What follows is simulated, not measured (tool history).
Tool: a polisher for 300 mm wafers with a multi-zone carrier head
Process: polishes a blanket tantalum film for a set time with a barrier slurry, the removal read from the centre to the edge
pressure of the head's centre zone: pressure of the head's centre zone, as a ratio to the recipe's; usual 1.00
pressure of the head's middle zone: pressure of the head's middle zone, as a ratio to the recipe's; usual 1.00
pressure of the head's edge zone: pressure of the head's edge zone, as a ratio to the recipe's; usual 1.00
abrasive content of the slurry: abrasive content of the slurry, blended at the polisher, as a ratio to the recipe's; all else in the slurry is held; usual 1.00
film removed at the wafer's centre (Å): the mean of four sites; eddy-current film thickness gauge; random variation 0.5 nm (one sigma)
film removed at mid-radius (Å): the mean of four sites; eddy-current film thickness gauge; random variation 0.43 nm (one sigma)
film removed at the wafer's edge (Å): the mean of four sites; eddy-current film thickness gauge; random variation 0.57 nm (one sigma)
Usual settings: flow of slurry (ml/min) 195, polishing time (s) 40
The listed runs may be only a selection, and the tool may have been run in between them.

run,hour,flow of slurry (ml/min),pressure of the head's centre zone,pressure of the head's middle zone,pressure of the head's edge zone,abrasive content of the slurry,polishing time (s),"incoming thickness of the incoming film, nm",film removed at the wafer's centre (Å),film removed at mid-radius (Å),film removed at the wafer's edge (Å)
1,0.0,195,1.00,1.00,1.00,1.00,40,439.7,443,442,448
2,34.3,195,1.00,1.00,1.00,1.00,40,439.9,453,445,449
# hour 41.2: slurry nozzle cleaned
3,61.0,195,1.00,1.00,1.00,1.00,40,430.1,490,466,481
4,94.3,195,1.00,1.00,1.00,1.00,40,442.8,492,459,469
5,125.5,195,1.00,1.00,1.00,1.00,40,441.3,495,461,476
6,155.0,195,1.00,1.00,1.00,1.00,40,442.4,495,465,476
# hour 169.1: worn pad replaced by a new one
7,174.0,195,1.00,1.00,1.11,1.00,40,444.9,482,466,490
8,196.8,195,1.00,1.05,1.00,1.00,40,435.7,477,472,468
9,213.4,195,0.91,1.00,1.06,1.20,44,441.3,523,533,567
10,238.1,195,1.00,1.00,1.00,1.00,49,439.5,603,555,548
11,250.3,195,1.00,0.96,1.08,1.00,40,443.4,496,442,476
12,278.2,255,1.00,1.00,1.07,1.00,40,430.1,512,473,486
13,311.9,195,1.00,1.00,1.11,1.00,29,439.9,357,324,350
# hour 336.3: worn pad replaced by a new one
# hour 337.3: centre zone pressure recalibrated
14,338.3,195,1.00,1.00,1.00,1.00,36,445.8,415,408,416
15,369.4,195,1.00,1.00,1.00,1.00,40,446.0,464,448,448
16,395.0,195,1.00,1.00,1.00,1.00,35,439.2,404,393,392
17,410.2,195,1.00,0.96,0.93,1.00,40,433.9,471,434,444
18,435.6,195,0.92,1.00,1.06,1.00,40,442.3,421,445,480
19,450.0,195,1.00,1.00,1.00,1.00,40,439.8,462,439,463
20,477.6,195,1.00,1.00,1.00,1.00,35,440.4,405,390,397
21,493.8,195,1.00,1.00,1.00,0.85,40,438.9,438,427,426
# hour 521.7: worn pad replaced by a new one
22,525.9,195,1.00,1.00,1.00,1.00,40,439.2,454,453,457
23,548.0,195,0.93,1.00,1.00,1.00,40,439.9,425,442,468

Each row is a separate what-if for the run after 23, all from the same tool condition, not one after another. Results?
A,548.4,195,1.00,1.00,1.00,1.00,40,442.7,?,?,?
B,548.4,145,1.00,1.00,1.00,1.00,40,442.7,?,?,?
C,548.4,195,1.08,1.00,1.00,1.00,40,442.7,?,?,?

run,film removed at the wafer's centre (Å),film removed at mid-radius (Å),film removed at the wafer's edge (Å)
A,462,452,461
B,435,430,445
C,499,452,461
Had the tool no hidden state, the same runs would have come out as:
run,film removed at the wafer's centre (Å),film removed at mid-radius (Å),film removed at the wafer's edge (Å)
A,480,479,481
B,460,461,468
C,519,478,481

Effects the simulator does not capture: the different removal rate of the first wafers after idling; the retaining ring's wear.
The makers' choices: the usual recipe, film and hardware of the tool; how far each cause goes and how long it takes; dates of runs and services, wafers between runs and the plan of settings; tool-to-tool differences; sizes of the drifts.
